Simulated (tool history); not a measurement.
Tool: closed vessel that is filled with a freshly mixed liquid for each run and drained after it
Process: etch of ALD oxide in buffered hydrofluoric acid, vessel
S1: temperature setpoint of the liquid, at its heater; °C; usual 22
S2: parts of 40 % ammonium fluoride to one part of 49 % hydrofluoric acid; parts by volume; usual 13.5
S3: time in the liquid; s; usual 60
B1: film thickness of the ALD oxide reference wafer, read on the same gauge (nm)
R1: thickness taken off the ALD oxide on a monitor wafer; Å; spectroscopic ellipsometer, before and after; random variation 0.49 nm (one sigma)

Run 1, hour 0: usual settings but S1 20.5 °C; B1 149.99. Result: R1 1460.1 Å.
Run 2, hour 7.3: usual settings but S1 20.5 °C, S3 80 s; B1 150.01. Result: R1 1959.4 Å.
Run 3, hour 14.9: usual settings but S1 20.5 °C, S3 80 s; B1 150.01. Result: R1 1958.7 Å.
Run 4, hour 25.4: usual settings but S2 10 parts by volume, S3 75 s; B1 150.02. Result: R1 2681.2 Å.
Run 5, hour 34.4: usual settings but S2 10 parts by volume, S3 75 s; B1 150.01. Result: R1 2677.2 Å.
Run 6, hour 48.9: usual settings; B1 150. Result: R1 1602.6 Å.
Run 7, hour 61.8: usual settings; B1 150. Result: R1 1604.1 Å.
Run 8, hour 83.9: usual settings; B1 150. Result: R1 1602.4 Å.
Run 9, hour 95.7: usual settings; B1 149.99. Result: R1 1603.5 Å.
Run 10, hour 105.2: usual settings; B1 150.01. Result: R1 1598.5 Å.
Run 11, hour 123.1: usual settings; B1 150.01. Result: R1 1714.4 Å.
Run 12, hour 130.6: usual settings but S2 15 parts by volume; B1 150.01. Result: R1 1543.5 Å.
Run 13, hour 139.8: usual settings but S1 24 °C, S2 15 parts by volume; B1 150.01. Result: R1 1713.2 Å.
Run 14, hour 175.1: usual settings; B1 149.99. Result: R1 1441.8 Å.
Run 15, hour 185.5: usual settings but S2 8.5 parts by volume, S3 40 s; B1 149.99. Result: R1 1473.5 Å.
Run 16, hour 194.4: usual settings; B1 150. Result: R1 1446 Å.
Run 17, hour 206.3: usual settings but S1 26.5 °C; B1 149.98. Result: R1 1837.7 Å.
Run 18, hour 213.5: usual settings; B1 150. Result: R1 1440.4 Å.
Run 19, hour 223.8: usual settings but S1 24 °C, S3 40 s; B1 150. Result: R1 1072.7 Å.
Run 20, hour 231.7: usual settings; B1 149.99. Result: R1 1459.3 Å.
Run 21, hour 241.4: usual settings but S1 17.5 °C, S3 50 s; B1 150.01. Result: R1 936.2 Å.
Run 22, hour 262.8: usual settings but S1 20.5 °C, S3 80 s; B1 150.01. Result: R1 1783.1 Å.
Run 23, hour 276.1: usual settings but S1 18.5 °C, S2 10.5 parts by volume, S3 30 s; B1 149.99. Result: R1 763.5 Å.

Taken out of this log: 4 entries between the listed runs. Where each belongs, and how the hidden state differs across it:
Between runs 10 and 11: thermometer replaced (hour 116.4)
  liquid hotter than its thermometer reads (K): 2.01 -> 3.22
  measured less the result without the state, R1: +167.2 -> +277 Å
Between runs 13 and 14: hydrofluoric acid flow meter replaced (hour 155.2); thermometer replaced, repeated, since the last time left the tool worse (hour 161.6); gauge calibrated (hour 174)
  liquid hotter than its thermometer reads (K): 3.23 -> 0.119
  measured less the result without the state, R1: +274.5 -> +9.5 Å

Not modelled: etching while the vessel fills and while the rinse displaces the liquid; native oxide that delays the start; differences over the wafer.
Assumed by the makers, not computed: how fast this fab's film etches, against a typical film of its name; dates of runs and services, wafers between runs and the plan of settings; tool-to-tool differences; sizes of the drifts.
